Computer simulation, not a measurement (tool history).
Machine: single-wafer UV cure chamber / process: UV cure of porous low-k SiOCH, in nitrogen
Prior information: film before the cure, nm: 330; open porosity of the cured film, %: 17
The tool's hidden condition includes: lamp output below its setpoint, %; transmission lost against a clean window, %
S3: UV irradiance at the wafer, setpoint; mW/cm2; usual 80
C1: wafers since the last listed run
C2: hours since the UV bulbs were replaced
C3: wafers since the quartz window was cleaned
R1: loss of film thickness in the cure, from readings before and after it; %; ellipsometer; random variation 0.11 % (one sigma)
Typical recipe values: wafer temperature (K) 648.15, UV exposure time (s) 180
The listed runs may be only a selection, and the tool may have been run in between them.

run 1 hour=0 | wafer_temperature_(K)=648.15 UV_exposure_time_(s)=180 S3=65 | C1=0 C2=1534.3 C3=3019 | R1=6.246
run 2 hour=17.3 | wafer_temperature_(K)=648.15 UV_exposure_time_(s)=180 S3=65 | C1=95 C2=1551.6 C3=3114 | R1=6.303
run 3 hour=33.6 | wafer_temperature_(K)=648.15 UV_exposure_time_(s)=180 S3=65 | C1=89 C2=1567.9 C3=3204 | R1=6.304
run 4 hour=52.3 | wafer_temperature_(K)=648.15 UV_exposure_time_(s)=180 S3=80 | C1=103 C2=1586.6 C3=3307 | R1=7.027
run 5 hour=82.4 | wafer_temperature_(K)=648.15 UV_exposure_time_(s)=180 S3=80 | C1=165 C2=1616.7 C3=3473 | R1=7.057
run 6 hour=113.4 | wafer_temperature_(K)=648.15 UV_exposure_time_(s)=180 S3=80 | C1=170 C2=1647.7 C3=3643 | R1=7.004
run 7 hour=146.3 | wafer_temperature_(K)=648.15 UV_exposure_time_(s)=180 S3=93 | C1=181 C2=1680.6 C3=3825 | R1=7.637
run 8 hour=168.9 | wafer_temperature_(K)=648.15 UV_exposure_time_(s)=180 S3=93 | C1=124 C2=1703.2 C3=3949 | R1=7.758
-- hour=185 quartz window cleaned
run 9 hour=201.7 | wafer_temperature_(K)=648.15 UV_exposure_time_(s)=180 S3=93 | C1=136 C2=1736 C3=91 | R1=8.322
-- hour=210.2 UV bulbs replaced
run 10 hour=231.2 | wafer_temperature_(K)=656.15 UV_exposure_time_(s)=135 S3=80 | C1=118 C2=21 C3=210 | R1=6.664
run 11 hour=294 | wafer_temperature_(K)=648.15 UV_exposure_time_(s)=180 S3=93 | C1=345 C2=83.8 C3=556 | R1=8.103
run 12 hour=312.7 | wafer_temperature_(K)=648.15 UV_exposure_time_(s)=180 S3=46 | C1=103 C2=102.5 C3=659 | R1=5.565
run 13 hour=343.9 | wafer_temperature_(K)=662.15 UV_exposure_time_(s)=285 S3=51 | C1=171 C2=133.7 C3=831 | R1=7.627
run 14 hour=363.9 | wafer_temperature_(K)=631.15 UV_exposure_time_(s)=115 S3=68 | C1=110 C2=153.7 C3=941 | R1=5.034
run 15 hour=399.1 | wafer_temperature_(K)=660.15 UV_exposure_time_(s)=180 S3=105 | C1=193 C2=188.9 C3=1135 | R1=8.55
run 16 hour=420.4 | wafer_temperature_(K)=648.15 UV_exposure_time_(s)=180 S3=80 | C1=117 C2=210.2 C3=1252 | R1=7.188
run 17 hour=453.1 | wafer_temperature_(K)=648.15 UV_exposure_time_(s)=285 S3=103 | C1=180 C2=242.9 C3=1432 | R1=9.686
run 18 hour=468.8 | wafer_temperature_(K)=629.15 UV_exposure_time_(s)=150 S3=105 | C1=86 C2=258.6 C3=1519 | R1=7.346

Some steps in R1, run to run, broken into two amounts with sign: the step expected even without the hidden condition (settings, incoming material, random variation), and the rest, left for the hidden condition together with whatever gauge scatter is not in both the measured and the hidden-condition-free result:
Run 8 -> 9: quartz window cleaned. R1 +0.564 %: hidden state +0.767, all else -0.203.
Run 14 -> 15: wafer temperature (K) 631.15 -> 660.15, UV exposure time (s) 115 -> 180, S3 68 -> 105. R1 +3.516 %: hidden state -0.138, all else +3.654.

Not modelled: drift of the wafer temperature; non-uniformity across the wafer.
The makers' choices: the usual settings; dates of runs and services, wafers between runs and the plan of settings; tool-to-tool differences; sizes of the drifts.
